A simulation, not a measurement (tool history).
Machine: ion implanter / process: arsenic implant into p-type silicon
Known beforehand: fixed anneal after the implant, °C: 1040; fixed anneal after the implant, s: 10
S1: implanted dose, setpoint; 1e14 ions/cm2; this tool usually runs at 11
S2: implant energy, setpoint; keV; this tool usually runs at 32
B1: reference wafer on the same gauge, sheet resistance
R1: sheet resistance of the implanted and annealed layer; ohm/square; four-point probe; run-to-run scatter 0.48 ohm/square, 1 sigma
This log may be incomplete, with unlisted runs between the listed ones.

run    hour     S1    S2      B1      R1
  1       0  13.46    32   119.8   95.64
  2    55.4  13.46    32     120   95.13
  3   160.1  13.46    32  119.92   96.43
  4   244.5     11    32  120.09   107.3
  5     286     11    32  120.09  107.61
  6   381.1     11    32  120.05  106.81
  7   481.8     11    32   119.9  108.64
  8     524     11    32  120.02  107.98
      614.8  -- gauge calibrated
  9   615.3     11    32   120.2   107.5
      625.6  -- Faraday cup replaced and dose calibrated
 10   682.6     11    32  120.01   104.7
 11   730.2     11    32  119.99  105.86
 12   787.7   9.51    32  119.88  115.33
 13     831   9.51    32  120.03  114.27
 14   892.2  11.94    41  119.98    94.6
 15   979.5   9.49    40  119.97   111.5
 16  1086.9    9.5    32  120.05  115.64
 17  1133.9     11    32  120.02  105.22
 18  1172.3  12.26    32  120.04   99.23
     1232.4  -- extraction supply calibrated
 19  1272.2     11  26.5  120.12   111.1
 20  1372.8  12.66  22.5  119.97  105.82
 21  1433.9   8.28    22  120.07  136.68
 22  1524.3   13.9    32  119.94    93.5
 23  1575.3     11    32  120.03  106.65
 24  1621.2     11    32  119.92  106.15
 25  1675.3   8.32  40.5  119.97  122.47
 26  1718.3  13.61    28  119.88   98.12

Estimate the outcome of run 27 from the log above:
 27  1801.3  12.08  40   ?   ?

Run 27 gave B1 119.98, R1 96.8 ohm/square.
Without the tool's hidden state the same run would have given R1 95.15 ohm/square.
